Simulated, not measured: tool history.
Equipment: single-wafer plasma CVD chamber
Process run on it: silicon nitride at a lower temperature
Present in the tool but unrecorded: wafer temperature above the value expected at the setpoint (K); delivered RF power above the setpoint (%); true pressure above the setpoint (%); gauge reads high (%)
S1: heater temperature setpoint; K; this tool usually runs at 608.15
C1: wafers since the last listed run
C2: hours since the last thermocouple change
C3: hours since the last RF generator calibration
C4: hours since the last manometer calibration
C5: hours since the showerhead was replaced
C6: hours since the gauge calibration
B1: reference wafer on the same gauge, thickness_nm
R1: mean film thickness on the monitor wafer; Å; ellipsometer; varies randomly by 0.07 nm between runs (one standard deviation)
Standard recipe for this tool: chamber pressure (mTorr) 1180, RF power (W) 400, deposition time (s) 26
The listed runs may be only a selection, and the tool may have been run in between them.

{"run": 1, "hour": 0.0, "S1": 608.15, "chamber pressure (mTorr)": 1180, "RF power (W)": 360, "deposition time (s)": 26, "C1": 0, "C2": 1094.7, "C3": 63.5, "C4": 151.7, "C5": 2121.4, "C6": 2626.3, "B1": 29.798, "R1": 312.39}
{"run": 2, "hour": 50.7, "S1": 608.15, "chamber pressure (mTorr)": 1180, "RF power (W)": 400, "deposition time (s)": 26, "C1": 561, "C2": 1145.4, "C3": 114.2, "C4": 202.4, "C5": 2172.1, "C6": 2677, "B1": 29.803, "R1": 324.51}
{"run": 3, "hour": 128.0, "S1": 608.15, "chamber pressure (mTorr)": 1180, "RF power (W)": 400, "deposition time (s)": 26, "C1": 855, "C2": 1222.7, "C3": 191.5, "C4": 279.7, "C5": 2249.4, "C6": 2754.3, "B1": 29.789, "R1": 324.48}
{"run": 4, "hour": 219.2, "S1": 608.15, "chamber pressure (mTorr)": 1180, "RF power (W)": 400, "deposition time (s)": 26, "C1": 1009, "C2": 1313.9, "C3": 282.7, "C4": 370.9, "C5": 2340.6, "C6": 2845.5, "B1": 29.792, "R1": 322.69}
{"run": 5, "hour": 311.7, "S1": 608.15, "chamber pressure (mTorr)": 1180, "RF power (W)": 400, "deposition time (s)": 26, "C1": 1023, "C2": 1406.4, "C3": 375.2, "C4": 463.4, "C5": 2433.1, "C6": 2938, "B1": 29.796, "R1": 325.88}
{"hour": 362.1, "done": "gauge calibrated"}
{"run": 6, "hour": 373.0, "S1": 618.15, "chamber pressure (mTorr)": 1180, "RF power (W)": 400, "deposition time (s)": 26, "C1": 678, "C2": 1467.7, "C3": 436.5, "C4": 524.7, "C5": 2494.4, "C6": 10.9, "B1": 29.797, "R1": 322.61}
{"hour": 429.0, "done": "capacitance manometer re-zeroed and calibrated, repeated, since the last time left the tool worse"}
{"run": 7, "hour": 443.6, "S1": 608.15, "chamber pressure (mTorr)": 1180, "RF power (W)": 415, "deposition time (s)": 26, "C1": 692, "C2": 1538.3, "C3": 507.1, "C4": 14.6, "C5": 2565, "C6": 81.5, "B1": 29.795, "R1": 334.62}
{"run": 8, "hour": 516.1, "S1": 608.15, "chamber pressure (mTorr)": 1180, "RF power (W)": 415, "deposition time (s)": 26, "C1": 802, "C2": 1610.8, "C3": 579.6, "C4": 87.1, "C5": 2637.5, "C6": 154, "B1": 29.805, "R1": 334.34}
{"run": 9, "hour": 578.6, "S1": 608.15, "chamber pressure (mTorr)": 1180, "RF power (W)": 350, "deposition time (s)": 26, "C1": 691, "C2": 1673.3, "C3": 642.1, "C4": 149.6, "C5": 2700, "C6": 216.5, "B1": 29.79, "R1": 313.3}
{"hour": 633.3, "done": "showerhead replaced"}
{"run": 10, "hour": 684.2, "S1": 601.15, "chamber pressure (mTorr)": 1180, "RF power (W)": 400, "deposition time (s)": 26, "C1": 1079, "C2": 1778.9, "C3": 747.7, "C4": 255.2, "C5": 50.9, "C6": 322.1, "B1": 29.805, "R1": 330.05}
{"run": 11, "hour": 730.9, "S1": 594.15, "chamber pressure (mTorr)": 1180, "RF power (W)": 475, "deposition time (s)": 26, "C1": 516, "C2": 1825.6, "C3": 794.4, "C4": 301.9, "C5": 97.6, "C6": 368.8, "B1": 29.796, "R1": 353.18}
{"run": 12, "hour": 767.7, "S1": 608.15, "chamber pressure (mTorr)": 1180, "RF power (W)": 465, "deposition time (s)": 26, "C1": 407, "C2": 1862.4, "C3": 831.2, "C4": 338.7, "C5": 134.4, "C6": 405.6, "B1": 29.796, "R1": 347.85}
{"hour": 869.4, "done": "RF generator calibrated"}
{"hour": 869.6, "done": "thermocouple changed; heater temperature recalibrated"}
{"run": 13, "hour": 870.1, "S1": 608.15, "chamber pressure (mTorr)": 1180, "RF power (W)": 400, "deposition time (s)": 26, "C1": 1042, "C2": 0.5, "C3": 0.7, "C4": 441.1, "C5": 236.8, "C6": 508, "B1": 29.8, "R1": 329.34}
{"run": 14, "hour": 923.3, "S1": 608.15, "chamber pressure (mTorr)": 1180, "RF power (W)": 400, "deposition time (s)": 26, "C1": 588, "C2": 53.7, "C3": 53.9, "C4": 494.3, "C5": 290, "C6": 561.2, "B1": 29.801, "R1": 328.79}
{"run": 15, "hour": 959.4, "S1": 615.15, "chamber pressure (mTorr)": 1340, "RF power (W)": 400, "deposition time (s)": 26, "C1": 399, "C2": 89.8, "C3": 90, "C4": 530.4, "C5": 326.1, "C6": 597.3, "B1": 29.796, "R1": 334.82}
{"run": 16, "hour": 1029.4, "S1": 608.15, "chamber pressure (mTorr)": 1440, "RF power (W)": 330, "deposition time (s)": 23.5, "C1": 774, "C2": 159.8, "C3": 160, "C4": 600.4, "C5": 396.1, "C6": 667.3, "B1": 29.799, "R1": 288.41}
{"run": 17, "hour": 1111.3, "S1": 595.15, "chamber pressure (mTorr)": 1180, "RF power (W)": 400, "deposition time (s)": 29.9, "C1": 906, "C2": 241.7, "C3": 241.9, "C4": 682.3, "C5": 478, "C6": 749.2, "B1": 29.797, "R1": 378.69}
{"run": 18, "hour": 1219.3, "S1": 608.15, "chamber pressure (mTorr)": 1180, "RF power (W)": 350, "deposition time (s)": 21.9, "C1": 1195, "C2": 349.7, "C3": 349.9, "C4": 790.3, "C5": 586, "C6": 857.2, "B1": 29.779, "R1": 263.47}
{"run": 19, "hour": 1269.8, "S1": 608.15, "chamber pressure (mTorr)": 1180, "RF power (W)": 400, "deposition time (s)": 26, "C1": 558, "C2": 400.2, "C3": 400.4, "C4": 840.8, "C5": 636.5, "C6": 907.7, "B1": 29.8, "R1": 329.81}

Run 20 is up next; what results do you expect?
{"run": 20, "hour": 1321.6, "S1": 620.15, "chamber pressure (mTorr)": 1010, "RF power (W)": 440, "deposition time (s)": 30.4, "C1": 573, "C2": 452, "C3": 452.2, "C4": 892.6, "C5": 688.3, "C6": 959.5, "B1": "?", "R1": "?"}

For run 20 the tool returned B1 29.817, R1 384.43 Å.
Had the tool carried no hidden state, the very same run would have given R1 387.09 Å.
